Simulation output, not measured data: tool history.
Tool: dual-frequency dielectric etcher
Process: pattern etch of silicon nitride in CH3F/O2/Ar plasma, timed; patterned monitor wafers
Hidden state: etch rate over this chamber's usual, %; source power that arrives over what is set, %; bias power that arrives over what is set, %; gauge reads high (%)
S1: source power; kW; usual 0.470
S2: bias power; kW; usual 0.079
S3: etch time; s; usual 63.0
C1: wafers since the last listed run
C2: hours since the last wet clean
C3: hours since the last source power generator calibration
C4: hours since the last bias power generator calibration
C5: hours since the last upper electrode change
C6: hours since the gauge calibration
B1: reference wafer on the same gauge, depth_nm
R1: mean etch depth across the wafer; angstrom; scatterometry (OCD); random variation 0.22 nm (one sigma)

| run | hour | S1 | S2 | S3 | C1 | C2 | C3 | C4 | C5 | C6 | B1 | R1 |
|---|---|---|---|---|---|---|---|---|---|---|---|---|
| 1 | 0.0 | 0.510 | 0.079 | 63.0 | 0 | 435.6 | 1161.4 | 2730.1 | 3547.0 | 366.2 | 54.92 | 472.3 |
|  | 51.2 | bias power generator calibrated |
|  | 55.3 | wet clean of the chamber |
| 2 | 55.8 | 0.510 | 0.079 | 63.0 | 653 | 0.5 | 1217.2 | 4.6 | 3602.8 | 422.0 | 54.98 | 493.3 |
| 3 | 67.4 | 0.510 | 0.079 | 63.0 | 158 | 12.1 | 1228.8 | 16.2 | 3614.4 | 433.6 | 54.94 | 497.1 |
| 4 | 88.9 | 0.470 | 0.079 | 54.0 | 294 | 33.6 | 1250.3 | 37.7 | 3635.9 | 455.1 | 54.90 | 400.2 |
| 5 | 110.9 | 0.470 | 0.079 | 63.0 | 301 | 55.6 | 1272.3 | 59.7 | 3657.9 | 477.1 | 54.96 | 470.4 |
| 6 | 130.0 | 0.470 | 0.079 | 63.0 | 261 | 74.7 | 1291.4 | 78.8 | 3677.0 | 496.2 | 54.93 | 468.0 |
| 7 | 165.9 | 0.470 | 0.089 | 63.0 | 491 | 110.6 | 1327.3 | 114.7 | 3712.9 | 532.1 | 54.85 | 486.7 |
|  | 217.1 | upper electrode replaced, of another model than before |
| 8 | 217.6 | 0.410 | 0.071 | 74.0 | 379 | 162.3 | 1379.0 | 166.4 | 0.5 | 583.8 | 54.92 | 454.5 |
| 9 | 236.3 | 0.440 | 0.068 | 80.5 | 256 | 181.0 | 1397.7 | 185.1 | 19.2 | 602.5 | 54.95 | 525.6 |
| 10 | 271.1 | 0.470 | 0.079 | 63.0 | 476 | 215.8 | 1432.5 | 219.9 | 54.0 | 637.3 | 54.86 | 459.9 |
| 11 | 301.5 | 0.470 | 0.079 | 63.0 | 416 | 246.2 | 1462.9 | 250.3 | 84.4 | 667.7 | 54.91 | 456.1 |
| 12 | 331.0 | 0.470 | 0.079 | 63.0 | 403 | 275.7 | 1492.4 | 279.8 | 113.9 | 697.2 | 54.97 | 455.2 |
| 13 | 361.8 | 0.580 | 0.071 | 63.0 | 421 | 306.5 | 1523.2 | 310.6 | 144.7 | 728.0 | 54.96 | 523.1 |
| 14 | 383.9 | 0.410 | 0.094 | 50.0 | 302 | 328.6 | 1545.3 | 332.7 | 166.8 | 750.1 | 54.87 | 326.8 |
|  | 432.7 | wet clean of the chamber |
| 15 | 433.2 | 0.470 | 0.062 | 63.0 | 346 | 0.5 | 1594.6 | 382.0 | 216.1 | 799.4 | 54.98 | 449.6 |
| 16 | 438.1 | 0.470 | 0.079 | 56.5 | 67 | 5.4 | 1599.5 | 386.9 | 221.0 | 804.3 | 54.85 | 425.4 |
| 17 | 451.5 | 0.470 | 0.079 | 63.0 | 183 | 18.8 | 1612.9 | 400.3 | 234.4 | 817.7 | 54.87 | 476.1 |
| 18 | 537.0 | 0.470 | 0.079 | 63.0 | 1170 | 104.3 | 1698.4 | 485.8 | 319.9 | 903.2 | 55.05 | 471.9 |
| 19 | 559.2 | 0.470 | 0.079 | 63.0 | 303 | 126.5 | 1720.6 | 508.0 | 342.1 | 925.4 | 54.90 | 468.4 |
| 20 | 573.9 | 0.410 | 0.097 | 46.5 | 201 | 141.2 | 1735.3 | 522.7 | 356.8 | 940.1 | 54.99 | 314.3 |
| 21 | 603.8 | 0.470 | 0.079 | 63.0 | 409 | 171.1 | 1765.2 | 552.6 | 386.7 | 970.0 | 54.90 | 463.6 |
|  | 627.3 | gauge calibrated |
|  | 676.7 | source power generator calibrated |
| 22 | 680.0 | 0.570 | 0.073 | 68.0 | 988 | 247.3 | 3.3 | 628.8 | 462.9 | 52.7 | 54.94 | 571.8 |
| 23 | 786.8 | 0.470 | 0.079 | 63.0 | 1462 | 354.1 | 110.1 | 735.6 | 569.7 | 159.5 | 54.83 | 455.2 |
| 24 | 821.8 | 0.470 | 0.096 | 71.0 | 479 | 389.1 | 145.1 | 770.6 | 604.7 | 194.5 | 54.93 | 539.1 |
|  | 861.3 | wet clean of the chamber |
| 25 | 861.8 | 0.530 | 0.065 | 55.5 | 219 | 0.5 | 185.1 | 810.6 | 644.7 | 234.5 | 54.89 | 444.1 |
| 26 | 882.6 | 0.400 | 0.079 | 50.0 | 284 | 21.3 | 205.9 | 831.4 | 665.5 | 255.3 | 54.86 | 312.8 |
| 27 | 982.4 | 0.470 | 0.079 | 52.5 | 1366 | 121.1 | 305.7 | 931.2 | 765.3 | 355.1 | 54.87 | 391.0 |
| 28 | 994.7 | 0.580 | 0.070 | 44.5 | 168 | 133.4 | 318.0 | 943.5 | 777.6 | 367.4 | 54.85 | 382.1 |
| 29 | 1020.6 | 0.470 | 0.079 | 63.0 | 354 | 159.3 | 343.9 | 969.4 | 803.5 | 393.3 | 54.90 | 463.0 |
| 30 | 1041.2 | 0.580 | 0.097 | 53.0 | 282 | 179.9 | 364.5 | 990.0 | 824.1 | 413.9 | 54.92 | 492.7 |

How the hidden state differs across the entries between the runs, from the last listed run before each to the first after it:
Between runs 1 and 2: bias power generator calibrated (hour 51.2); wet clean of the chamber (hour 55.3)
  etch rate over this chamber's usual, %: -5.51 -> -0.804
  measured less the result without the state, R1: -27.6 -> -4.0 angstrom
Between runs 7 and 8: upper electrode replaced, of another model than before (hour 217.1)
  etch rate over this chamber's usual, %: -2.13 -> -2.75
  measured less the result without the state, R1: -10.6 -> -12.9 angstrom
Between runs 14 and 15: wet clean of the chamber (hour 432.7)
  etch rate over this chamber's usual, %: -4.76 -> 0.348
  measured less the result without the state, R1: -16.3 -> +1.6 angstrom
Between runs 21 and 22: gauge calibrated (hour 627.3); source power generator calibrated (hour 676.7)
  etch rate over this chamber's usual, %: -1.71 -> -2.62
  measured less the result without the state, R1: -8.1 -> -15.4 angstrom
Between runs 24 and 25: wet clean of the chamber (hour 861.3)
  etch rate over this chamber's usual, %: -4.33 -> 0.0787
  measured less the result without the state, R1: -24.4 -> +0.3 angstrom

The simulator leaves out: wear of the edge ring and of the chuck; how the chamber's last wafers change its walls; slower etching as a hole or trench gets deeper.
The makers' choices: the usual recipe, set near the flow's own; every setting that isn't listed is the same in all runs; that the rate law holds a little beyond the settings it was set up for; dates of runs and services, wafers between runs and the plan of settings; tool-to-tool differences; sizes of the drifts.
